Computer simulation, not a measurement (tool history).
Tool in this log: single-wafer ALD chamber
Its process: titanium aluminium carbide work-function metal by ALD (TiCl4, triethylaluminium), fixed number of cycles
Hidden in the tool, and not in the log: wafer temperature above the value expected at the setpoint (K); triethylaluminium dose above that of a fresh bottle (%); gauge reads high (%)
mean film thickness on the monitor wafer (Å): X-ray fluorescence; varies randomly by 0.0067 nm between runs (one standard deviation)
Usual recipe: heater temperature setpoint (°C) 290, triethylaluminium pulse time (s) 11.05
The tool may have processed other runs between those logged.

run,day,heater temperature setpoint (°C),triethylaluminium pulse time (s),wafers since the last listed run,hours since the last thermocouple change,hours since the last triethylaluminium bottle change,hours since the showerhead was replaced,hours since the gauge calibration,"read-back reference wafer on the same gauge, thickness_nm",mean film thickness on the monitor wafer (Å)
1,0.000,282,11.05,0,656.2,363.1,2391.5,1834.7,2.008,17.45
2,2.938,282,11.05,1056,726.7,433.6,2462.0,1905.2,2.009,17.29
3,4.304,290,11.05,491,759.5,466.4,2494.8,1938.0,2.007,17.88
4,6.275,290,11.05,708,806.8,513.7,2542.1,1985.3,2.010,17.79
5,8.350,290,8.51,746,856.6,563.5,2591.9,2035.1,2.010,17.00
6,10.104,290,8.51,631,898.7,605.6,2634.0,2077.2,2.008,16.83
7,13.046,290,8.51,1058,969.3,676.2,2704.6,2147.8,2.009,16.65
# day 13.862: triethylaluminium bottle replaced
8,15.817,290,11.05,876,1035.8,46.9,2771.1,2214.3,2.009,18.14
# day 15.917: gauge calibrated
9,17.383,281,11.05,563,1073.4,84.5,2808.7,35.2,2.013,17.55
10,19.117,281,11.05,623,1115.0,126.1,2850.3,76.8,2.010,17.44
# day 24.675: showerhead replaced
11,24.696,281,11.05,1887,1248.9,260.0,0.5,210.7,2.008,17.38
12,25.908,290,11.05,436,1278.0,289.1,29.6,239.8,2.012,17.96
13,27.171,290,11.05,454,1308.3,319.4,59.9,270.1,2.013,17.95
14,29.817,295,14.12,951,1371.8,382.9,123.4,333.6,2.011,18.65
15,30.921,290,7.53,397,1398.3,409.4,149.9,360.1,2.011,16.77
16,33.292,290,12.39,852,1455.2,466.3,206.8,417.0,2.011,17.90
17,34.350,304,13.13,380,1480.6,491.7,232.2,442.4,2.009,19.07
18,36.438,290,14.27,750,1530.7,541.8,282.3,492.5,2.009,18.23
19,37.817,276,7.36,496,1563.8,574.9,315.4,525.6,2.009,15.51
# day 39.071: triethylaluminium bottle replaced
20,39.442,302,12.36,464,1602.8,8.9,354.4,564.6,2.011,19.24
# day 40.075: thermocouple changed; heater temperature recalibrated
21,40.954,281,11.05,424,21.1,45.2,390.7,600.9,2.012,17.74
22,42.021,297,7.40,383,46.7,70.8,416.3,626.5,2.009,18.14
23,43.462,285,6.95,518,81.3,105.4,450.9,661.1,2.010,17.00
24,44.792,277,9.18,478,113.2,137.3,482.8,693.0,2.013,17.10
25,46.850,277,11.05,740,162.6,186.7,532.2,742.4,2.011,17.33
26,48.325,285,7.00,530,198.0,222.1,567.6,777.8,2.010,16.78
27,50.783,286,11.05,884,257.0,281.1,626.6,836.8,2.008,17.88
28,55.521,276,7.36,1704,370.7,394.8,740.3,950.5,2.011,15.97
29,57.612,275,7.07,752,420.9,445.0,790.5,1000.7,2.012,15.60
30,59.883,282,15.21,816,475.4,499.5,845.0,1055.2,2.008,17.77
31,61.983,290,11.05,755,525.8,549.9,895.4,1105.6,2.011,17.79
32,64.179,301,8.92,789,578.5,602.6,948.1,1158.3,2.010,17.86

Predict each of these 5 candidate next runs independently; none follows another, all start after run 32:
A,64.196,290,13.89,5,578.9,603.0,948.5,1158.7,?,?
B,64.196,303,11.05,5,578.9,603.0,948.5,1158.7,?,?
C,64.196,290,13.17,5,578.9,603.0,948.5,1158.7,?,?
D,64.196,284,13.94,5,578.9,603.0,948.5,1158.7,?,?
E,64.196,277,13.21,5,578.9,603.0,948.5,1158.7,?,?

run,"read-back reference wafer on the same gauge, thickness_nm",mean film thickness on the monitor wafer (Å)
A,2.008,18.11
B,2.008,18.55
C,2.008,18.02
D,2.008,17.68
E,2.008,17.08
With the hidden condition removed and each run's random variation left untouched, the same runs would have given:
run,mean film thickness on the monitor wafer (Å)
A,18.87
B,19.59
C,18.82
D,18.42
E,17.86

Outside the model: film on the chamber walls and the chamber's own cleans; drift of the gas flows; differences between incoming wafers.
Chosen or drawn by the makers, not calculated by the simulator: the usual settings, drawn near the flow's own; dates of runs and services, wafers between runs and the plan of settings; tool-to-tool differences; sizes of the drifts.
